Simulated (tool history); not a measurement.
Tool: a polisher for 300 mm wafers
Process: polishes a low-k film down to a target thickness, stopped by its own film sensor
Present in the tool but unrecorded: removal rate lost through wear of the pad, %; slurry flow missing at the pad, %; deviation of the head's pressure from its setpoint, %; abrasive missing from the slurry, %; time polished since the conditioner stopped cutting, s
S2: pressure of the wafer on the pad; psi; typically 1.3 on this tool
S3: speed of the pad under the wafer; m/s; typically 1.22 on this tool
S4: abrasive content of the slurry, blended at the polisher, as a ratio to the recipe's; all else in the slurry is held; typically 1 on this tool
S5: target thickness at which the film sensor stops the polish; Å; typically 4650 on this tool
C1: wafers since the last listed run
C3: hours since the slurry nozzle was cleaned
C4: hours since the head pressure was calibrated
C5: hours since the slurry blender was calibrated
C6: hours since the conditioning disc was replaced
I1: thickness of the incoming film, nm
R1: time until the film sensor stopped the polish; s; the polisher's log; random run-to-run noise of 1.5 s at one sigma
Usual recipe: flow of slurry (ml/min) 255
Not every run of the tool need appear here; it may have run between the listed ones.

run 1 hour=0 | flow_of_slurry_(ml/min)=255 S2=1.3 S3=1.22 S4=1 S5=4650 | C1=0 wafers_polished_on_this_pad=12390 C3=708.5 C4=796.9 C5=345.1 C6=218.5 | I1=490.8 | R1=90.1
-- hour=30.7 slurry nozzle cleaned
run 2 hour=40.1 | flow_of_slurry_(ml/min)=255 S2=1.3 S3=1.1 S4=1 S5=4650 | C1=577 wafers_polished_on_this_pad=12967 C3=9.4 C4=837 C5=385.2 C6=258.6 | I1=481.9 | R1=64.6
-- hour=94.8 worn pad replaced by a new one
run 3 hour=106.5 | flow_of_slurry_(ml/min)=255 S2=0.9 S3=1.22 S4=0.75 S5=4650 | C1=921 wafers_polished_on_this_pad=173 C3=75.8 C4=903.4 C5=451.6 C6=325 | I1=491.1 | R1=145
run 4 hour=210.5 | flow_of_slurry_(ml/min)=255 S2=1.3 S3=1.22 S4=1 S5=4650 | C1=1536 wafers_polished_on_this_pad=1709 C3=179.8 C4=1007.4 C5=555.6 C6=429 | I1=485.9 | R1=73.8
-- hour=224 head pressure recalibrated
run 5 hour=293.9 | flow_of_slurry_(ml/min)=255 S2=1.5 S3=1.22 S4=1 S5=4650 | C1=1202 wafers_polished_on_this_pad=2912 C3=263.2 C4=69.9 C5=639 C6=512.4 | I1=487.4 | R1=65.9
run 6 hour=359.2 | flow_of_slurry_(ml/min)=255 S2=1.3 S3=1.1 S4=1 S5=4650 | C1=964 wafers_polished_on_this_pad=3877 C3=328.5 C4=135.2 C5=704.3 C6=577.7 | I1=489.5 | R1=90.3
run 7 hour=442.7 | flow_of_slurry_(ml/min)=255 S2=1.3 S3=1.22 S4=1 S5=4650 | C1=1233 wafers_polished_on_this_pad=5110 C3=412 C4=218.7 C5=787.8 C6=661.2 | I1=494.2 | R1=98.7
run 8 hour=502 | flow_of_slurry_(ml/min)=285 S2=0.8 S3=1.22 S4=1 S5=4690 | C1=876 wafers_polished_on_this_pad=5987 C3=471.3 C4=278 C5=847.1 C6=720.5 | I1=498.7 | R1=163.8
-- hour=540.9 conditioning disc replaced and pad reconditioned
-- hour=580 slurry blender recalibrated
run 9 hour=593.8 | flow_of_slurry_(ml/min)=255 S2=1.3 S3=1.22 S4=1 S5=4600 | C1=1297 wafers_polished_on_this_pad=7284 C3=563.1 C4=369.8 C5=13.8 C6=52.9 | I1=484.4 | R1=86.4
run 10 hour=635.5 | flow_of_slurry_(ml/min)=255 S2=1.4 S3=1.52 S4=1.25 S5=4620 | C1=616 wafers_polished_on_this_pad=7900 C3=604.8 C4=411.5 C5=55.5 C6=94.6 | I1=494 | R1=81.1
run 11 hour=671.5 | flow_of_slurry_(ml/min)=170 S2=1.3 S3=1.12 S4=0.85 S5=4610 | C1=531 wafers_polished_on_this_pad=8432 C3=640.8 C4=447.5 C5=91.5 C6=130.6 | I1=481.3 | R1=85
run 12 hour=722.7 | flow_of_slurry_(ml/min)=255 S2=0.8 S3=1.22 S4=1 S5=4650 | C1=756 wafers_polished_on_this_pad=9188 C3=692 C4=498.7 C5=142.7 C6=181.8 | I1=484.8 | R1=110.3
run 13 hour=787.6 | flow_of_slurry_(ml/min)=255 S2=1.3 S3=1.22 S4=1 S5=4650 | C1=958 wafers_polished_on_this_pad=10147 C3=756.9 C4=563.6 C5=207.6 C6=246.7 | I1=491.3 | R1=94.5
run 14 hour=835.1 | flow_of_slurry_(ml/min)=255 S2=1.3 S3=1.1 S4=1 S5=4650 | C1=701 wafers_polished_on_this_pad=10849 C3=804.4 C4=611.1 C5=255.1 C6=294.2 | I1=481.1 | R1=62.8
-- hour=936.7 slurry nozzle cleaned
run 15 hour=939.6 | flow_of_slurry_(ml/min)=220 S2=1.3 S3=1.22 S4=1 S5=4650 | C1=1529 wafers_polished_on_this_pad=12378 C3=2.9 C4=715.6 C5=359.6 C6=398.7 | I1=488.5 | R1=87.9
run 16 hour=999.8 | flow_of_slurry_(ml/min)=255 S2=1.7 S3=0.84 S4=1 S5=4650 | C1=889 wafers_polished_on_this_pad=13268 C3=63.1 C4=775.8 C5=419.8 C6=458.9 | I1=486.5 | R1=78.5
-- hour=1027.9 worn pad replaced by a new one
run 17 hour=1067.5 | flow_of_slurry_(ml/min)=315 S2=1.7 S3=1.22 S4=1 S5=4650 | C1=941 wafers_polished_on_this_pad=584 C3=130.8 C4=843.5 C5=487.5 C6=526.6 | I1=485.4 | R1=54.2
-- hour=1144.1 head pressure recalibrated
run 18 hour=1144.6 | flow_of_slurry_(ml/min)=255 S2=1.3 S3=1.06 S4=1 S5=4650 | C1=1109 wafers_polished_on_this_pad=1694 C3=207.9 C4=0.5 C5=564.6 C6=603.7 | I1=491.9 | R1=100.7
run 19 hour=1226.3 | flow_of_slurry_(ml/min)=255 S2=1.3 S3=1.22 S4=1 S5=4560 | C1=1207 wafers_polished_on_this_pad=2901 C3=289.6 C4=82.2 C5=646.3 C6=685.4 | I1=489.6 | R1=112.4
run 20 hour=1312.6 | flow_of_slurry_(ml/min)=255 S2=1.3 S3=1.22 S4=1.15 S5=4650 | C1=1275 wafers_polished_on_this_pad=4176 C3=375.9 C4=168.5 C5=732.6 C6=771.7 | I1=485.8 | R1=67.4
-- hour=1381.7 slurry blender recalibrated
run 21 hour=1417 | flow_of_slurry_(ml/min)=255 S2=1.3 S3=1.22 S4=1 S5=4650 | C1=1512 wafers_polished_on_this_pad=5689 C3=480.3 C4=272.9 C5=35.3 C6=876.1 | I1=487.1 | R1=76.5
-- hour=1470.4 conditioning disc replaced and pad reconditioned
run 22 hour=1506.2 | flow_of_slurry_(ml/min)=255 S2=0.9 S3=1.22 S4=1 S5=4650 | C1=1288 wafers_polished_on_this_pad=6977 C3=569.5 C4=362.1 C5=124.5 C6=35.8 | I1=492.9 | R1=144.8
run 23 hour=1571.7 | flow_of_slurry_(ml/min)=255 S2=1.3 S3=1.22 S4=1 S5=4650 | C1=967 wafers_polished_on_this_pad=7945 C3=635 C4=427.6 C5=190 C6=101.3 | I1=489.7 | R1=89.6
run 24 hour=1662.7 | flow_of_slurry_(ml/min)=325 S2=1.3 S3=0.86 S4=1 S5=4590 | C1=1344 wafers_polished_on_this_pad=9289 C3=726 C4=518.6 C5=281 C6=192.3 | I1=488.1 | R1=139.7

What if the next run were any one of these 5? Each begins from the tool's condition after run 24:
run A hour=1663.1 | flow_of_slurry_(ml/min)=255 S2=1.3 S3=1.22 S4=1 S5=4670 | C1=5 wafers_polished_on_this_pad=9295 C3=726.4 C4=519 C5=281.4 C6=192.7 | I1=494.7 | R1=?
run B hour=1663.1 | flow_of_slurry_(ml/min)=255 S2=1.3 S3=1.22 S4=1 S5=4580 | C1=5 wafers_polished_on_this_pad=9295 C3=726.4 C4=519 C5=281.4 C6=192.7 | I1=494.7 | R1=?
run C hour=1663.1 | flow_of_slurry_(ml/min)=255 S2=1.3 S3=1.22 S4=1.25 S5=4650 | C1=5 wafers_polished_on_this_pad=9295 C3=726.4 C4=519 C5=281.4 C6=192.7 | I1=494.7 | R1=?
run D hour=1663.1 | flow_of_slurry_(ml/min)=230 S2=1.6 S3=1.22 S4=1 S5=4620 | C1=5 wafers_polished_on_this_pad=9295 C3=726.4 C4=519 C5=281.4 C6=192.7 | I1=494.7 | R1=?
run E hour=1663.1 | flow_of_slurry_(ml/min)=205 S2=0.9 S3=1.22 S4=1 S5=4690 | C1=5 wafers_polished_on_this_pad=9295 C3=726.4 C4=519 C5=281.4 C6=192.7 | I1=494.7 | R1=?

run=A R1=101.2
run=B R1=134.1
run=C R1=99.6
run=D R1=98.3
run=E R1=137.6
Take away the tool's hidden state, keep each run's random variation, and the runs would have read:
run=A R1=93.7
run=B R1=124.1
run=C R1=92.2
run=D R1=91.1
run=E R1=127.4
